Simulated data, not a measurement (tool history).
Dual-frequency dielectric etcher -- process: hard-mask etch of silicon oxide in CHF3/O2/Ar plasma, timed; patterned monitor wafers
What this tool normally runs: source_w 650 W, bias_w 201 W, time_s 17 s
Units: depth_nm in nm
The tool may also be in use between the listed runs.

run	day	source_w	bias_w	time_s	wafers since the last listed run	hours since the last wet clean	hours since the last source power generator calibration	hours since the last bias power generator calibration	hours since the last upper electrode change	hours since the gauge calibration	read-back reference wafer on the same gauge, depth_nm	depth_nm
1	0	650	201	17	0	341.7	3194.2	2409.5	4450	600.4	45.81	39.69
2	0.496	650	201	17	195	353.6	3206.1	2421.4	4461.9	612.3	45.76	40.11
# day 0.754: gauge calibrated
3	0.946	650	201	17	177	364.4	3216.9	2432.2	4472.7	4.6	45.85	39.68
4	1.354	650	201	17	161	374.2	3226.7	2442	4482.5	14.4	45.82	39.85
5	1.812	650	201	17	181	385.2	3237.7	2453	4493.5	25.4	45.76	40.03
6	2.262	650	238	17	177	396	3248.5	2463.8	4504.3	36.2	45.8	41.68
7	3.033	650	188	17	304	414.5	3267	2482.3	4522.8	54.7	45.78	38.82
8	4.146	650	201	21.5	439	441.2	3293.7	2509	4549.5	81.4	45.75	50.3
9	4.804	540	245	20	260	457	3309.5	2524.8	4565.3	97.2	45.83	45.39
# day 6.554: bias power generator calibrated
10	7.042	650	226	17	818	510.7	3363.2	11.7	4619	150.9	45.79	41.85
11	7.417	650	226	20.5	148	519.7	3372.2	20.7	4628	159.9	45.8	49.58
12	7.704	750	187	20	113	526.6	3379.1	27.6	4634.9	166.8	45.79	49.06
# day 8.862: wet clean of the chamber
13	8.883	600	167	13.5	70	0.5	3407.4	55.9	4663.2	195.1	45.75	29.68
14	8.896	700	201	17	4	0.8	3407.7	56.2	4663.5	195.4	45.8	42.98
15	8.908	650	201	17	4	1.1	3408	56.5	4663.8	195.7	45.79	41.06
16	9.412	650	183	17	199	13.2	3420.1	68.6	4675.9	207.8	45.8	40.2
# day 9.8: source power generator calibrated
17	9.933	650	178	21	139	25.7	3.2	81.1	4688.4	220.3	45.78	49.32
# day 10.992: upper electrode replaced
18	11.012	650	162	15.5	31	51.6	29.1	107	0.5	246.2	45.82	35.28
19	11.067	780	251	17	21	52.9	30.4	108.3	1.8	247.5	45.78	48.35
20	11.604	790	163	12.5	212	65.8	43.3	121.2	14.7	260.4	45.79	31.88
# day 14.204: wet clean of the chamber, repeated, since the last time left the tool worse
21	14.225	760	167	20	640	0.5	106.2	184.1	77.6	323.3	45.78	46.9
22	14.321	650	201	17	37	2.8	108.5	186.4	79.9	325.6	45.84	38.67
23	14.908	730	249	14.5	232	16.9	122.6	200.5	94	339.7	45.82	37.39
24	15.392	690	226	15.5	190	28.5	134.2	212.1	105.6	351.3	45.76	37.67
25	16.096	650	201	14.5	278	45.4	151.1	229	122.5	368.2	45.88	33.38
26	16.379	490	232	20.5	111	52.2	157.9	235.8	129.3	375	45.77	42.48
27	16.746	650	201	17	144	61	166.7	244.6	138.1	383.8	45.76	38.71
28	17.438	550	216	20.5	273	77.6	183.3	261.2	154.7	400.4	45.78	44.72
29	17.921	650	201	17	190	89.2	194.9	272.8	166.3	412	45.81	39.09

Hidden state at the last listed run before each entry between runs and at the first one after, where it differs:
Between runs 2 and 3: gauge calibrated (day 0.754)
  etch rate over this chamber's usual, %: 2.1 -> 2.17
  difference, measured minus the result without the unlogged condition, depth_nm: +0.82 -> +0.84 nm
Between runs 9 and 10: bias power generator calibrated (day 6.554)
  etch rate over this chamber's usual, %: 2.72 -> 3.04
  difference, measured minus the result without the unlogged condition, depth_nm: +1.2 -> +1.23 nm
Between runs 12 and 13: wet clean of the chamber (day 8.862)
  etch rate over this chamber's usual, %: 3.13 -> 6.15
  difference, measured minus the result without the unlogged condition, depth_nm: +1.49 -> +1.71 nm
Between runs 16 and 17: source power generator calibrated (day 9.8)
  etch rate over this chamber's usual, %: 6.22 -> 6.3
  difference, measured minus the result without the unlogged condition, depth_nm: +2.35 -> +2.92 nm
Between runs 17 and 18: upper electrode replaced (day 10.992)
  etch rate over this chamber's usual, %: 6.3 -> 6.45
  difference, measured minus the result without the unlogged condition, depth_nm: +2.92 -> +2.13 nm
Between runs 20 and 21: wet clean of the chamber, repeated, since the last time left the tool worse (day 14.204)
  etch rate over this chamber's usual, %: 6.53 -> 0.131
  difference, measured minus the result without the unlogged condition, depth_nm: +1.95 -> +0.06 nm
